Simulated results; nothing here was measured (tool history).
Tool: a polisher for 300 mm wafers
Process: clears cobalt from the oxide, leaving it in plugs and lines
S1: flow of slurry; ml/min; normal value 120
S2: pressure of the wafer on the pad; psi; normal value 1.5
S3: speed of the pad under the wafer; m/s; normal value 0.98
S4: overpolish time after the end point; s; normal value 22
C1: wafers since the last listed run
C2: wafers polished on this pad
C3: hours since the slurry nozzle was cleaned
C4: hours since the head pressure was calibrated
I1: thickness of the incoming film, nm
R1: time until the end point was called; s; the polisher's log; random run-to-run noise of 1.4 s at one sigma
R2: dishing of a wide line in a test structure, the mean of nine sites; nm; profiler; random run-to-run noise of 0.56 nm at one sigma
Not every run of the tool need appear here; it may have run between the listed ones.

run 1 day=0 | S1=120 S2=1.5 S3=0.98 S4=22 | C1=0 C2=2751 C3=251 C4=793.4 | I1=296.4 | R1=100.3 R2=29.3
-- day=0.35 worn pad replaced by a new one
-- day=1.258 head pressure recalibrated
run 2 day=1.604 | S1=120 S2=1.5 S3=0.98 S4=22 | C1=341 C2=294 C3=289.5 C4=8.3 | I1=292.8 | R1=101.2 R2=29.6
-- day=2.712 slurry nozzle cleaned
run 3 day=3.454 | S1=120 S2=1.5 S3=0.98 S4=22 | C1=455 C2=749 C3=17.8 C4=52.7 | I1=297.8 | R1=92.1 R2=30.4
run 4 day=4.538 | S1=120 S2=1.5 S3=0.98 S4=22 | C1=272 C2=1022 C3=43.8 C4=78.7 | I1=295.4 | R1=93.1 R2=30.1
run 5 day=6.058 | S1=120 S2=1.5 S3=0.98 S4=22 | C1=382 C2=1405 C3=80.3 C4=115.2 | I1=293.6 | R1=90.7 R2=30.3
run 6 day=7.979 | S1=120 S2=1.5 S3=0.98 S4=22 | C1=483 C2=1889 C3=126.4 C4=161.3 | I1=290.2 | R1=92.3 R2=30.3
-- day=10.329 worn pad replaced by a new one
run 7 day=13.367 | S1=120 S2=1.5 S3=0.72 S4=22 | C1=1314 C2=765 C3=255.7 C4=290.6 | I1=298.7 | R1=137 R2=26
-- day=15.512 slurry nozzle cleaned
run 8 day=16.121 | S1=120 S2=1.5 S3=0.72 S4=22 | C1=683 C2=1448 C3=14.6 C4=356.7 | I1=295.9 | R1=127.2 R2=26.9
run 9 day=17.783 | S1=120 S2=1.5 S3=0.98 S4=22 | C1=418 C2=1866 C3=54.5 C4=396.6 | I1=294.4 | R1=95.7 R2=31.2
run 10 day=19.379 | S1=120 S2=1.5 S3=1.1 S4=22 | C1=401 C2=2268 C3=92.8 C4=434.9 | I1=293.3 | R1=83.8 R2=31.2
run 11 day=22.183 | S1=120 S2=1.5 S3=1.1 S4=22 | C1=706 C2=2974 C3=160.1 C4=502.2 | I1=294.2 | R1=85.7 R2=30.9
-- day=22.525 worn pad replaced by a new one
run 12 day=23.521 | S1=120 S2=1.5 S3=1.1 S4=22 | C1=294 C2=250 C3=192.2 C4=534.3 | I1=294 | R1=83.5 R2=31.2
-- day=27.521 slurry nozzle cleaned
run 13 day=31.479 | S1=140 S2=1.5 S3=0.84 S4=22 | C1=1993 C2=2243 C3=95 C4=725.3 | I1=292.7 | R1=106.7 R2=29.8
-- day=32.254 worn pad replaced by a new one
run 14 day=32.946 | S1=120 S2=1.5 S3=0.76 S4=22 | C1=327 C2=174 C3=130.2 C4=760.5 | I1=295.5 | R1=121.9 R2=26.8
run 15 day=34.262 | S1=120 S2=1.5 S3=0.98 S4=22 | C1=331 C2=506 C3=161.8 C4=792.1 | I1=293.9 | R1=96.3 R2=30.1
-- day=36.221 head pressure recalibrated
run 16 day=36.333 | S1=120 S2=1.5 S3=0.86 S4=22 | C1=500 C2=1006 C3=211.5 C4=2.7 | I1=292.8 | R1=111 R2=28.2
run 17 day=37.979 | S1=145 S2=2 S3=0.98 S4=12 | C1=414 C2=1420 C3=251 C4=42.2 | I1=299.8 | R1=81.6 R2=24.6
run 18 day=39.638 | S1=140 S2=1.5 S3=0.98 S4=22 | C1=417 C2=1838 C3=290.8 C4=82 | I1=292.8 | R1=98.3 R2=29.3
run 19 day=41.621 | S1=95 S2=1.1 S3=1.26 S4=31 | C1=499 C2=2338 C3=338.4 C4=129.6 | I1=297.6 | R1=109 R2=30.9
-- day=42.3 worn pad replaced by a new one
-- day=42.825 slurry nozzle cleaned
run 20 day=43.988 | S1=120 S2=1.5 S3=0.98 S4=22 | C1=543 C2=414 C3=27.9 C4=186.4 | I1=296.9 | R1=95 R2=30.7
run 21 day=46.083 | S1=120 S2=1.7 S3=0.84 S4=22 | C1=527 C2=942 C3=78.2 C4=236.7 | I1=296.3 | R1=103.6 R2=29.2
run 22 day=47.192 | S1=120 S2=1.5 S3=0.98 S4=12 | C1=279 C2=1221 C3=104.8 C4=263.3 | I1=295.1 | R1=95.9 R2=23.2
run 23 day=49.454 | S1=120 S2=1.5 S3=0.98 S4=29 | C1=569 C2=1791 C3=159.1 C4=317.6 | I1=292 | R1=95.9 R2=32.5
run 24 day=50.938 | S1=105 S2=1.3 S3=0.98 S4=29 | C1=373 C2=2164 C3=194.7 C4=353.2 | I1=294.8 | R1=109.2 R2=31
run 25 day=53.208 | S1=120 S2=1.5 S3=0.76 S4=22 | C1=571 C2=2736 C3=249.2 C4=407.7 | I1=297.5 | R1=131.3 R2=27.7
-- day=54.479 slurry nozzle cleaned
-- day=55.008 worn pad replaced by a new one
run 26 day=55.033 | S1=120 S2=1.9 S3=1.16 S4=22 | C1=407 C2=6 C3=13.3 C4=451.5 | I1=295 | R1=66.8 R2=32.9
run 27 day=56.108 | S1=120 S2=1.5 S3=0.98 S4=22 | C1=270 C2=277 C3=39.1 C4=477.3 | I1=293.1 | R1=90.9 R2=30.6

Consider 4 possible next runs. They are alternatives, not a sequence: every one starts from the tool as it was left by run 27. What does each give?
run A day=56.125 | S1=120 S2=1.7 S3=0.98 S4=22 | C1=4 C2=281 C3=39.5 C4=477.7 | I1=299.4 | R1=? R2=?
run B day=56.125 | S1=100 S2=1.5 S3=0.74 S4=16 | C1=4 C2=281 C3=39.5 C4=477.7 | I1=299.4 | R1=? R2=?
run C day=56.125 | S1=120 S2=1 S3=1.18 S4=18 | C1=4 C2=281 C3=39.5 C4=477.7 | I1=299.4 | R1=? R2=?
run D day=56.125 | S1=120 S2=1.2 S3=0.76 S4=22 | C1=4 C2=281 C3=39.5 C4=477.7 | I1=299.4 | R1=? R2=?

run=A R1=90 R2=31.6
run=B R1=134.2 R2=23.1
run=C R1=100.9 R2=28.2
run=D R1=142.4 R2=26.6
What these runs would have given with no unlogged condition in the tool:
run=A R1=89.5 R2=31.6
run=B R1=133.4 R2=23.2
run=C R1=100.4 R2=28.3
run=D R1=141.7 R2=26.7

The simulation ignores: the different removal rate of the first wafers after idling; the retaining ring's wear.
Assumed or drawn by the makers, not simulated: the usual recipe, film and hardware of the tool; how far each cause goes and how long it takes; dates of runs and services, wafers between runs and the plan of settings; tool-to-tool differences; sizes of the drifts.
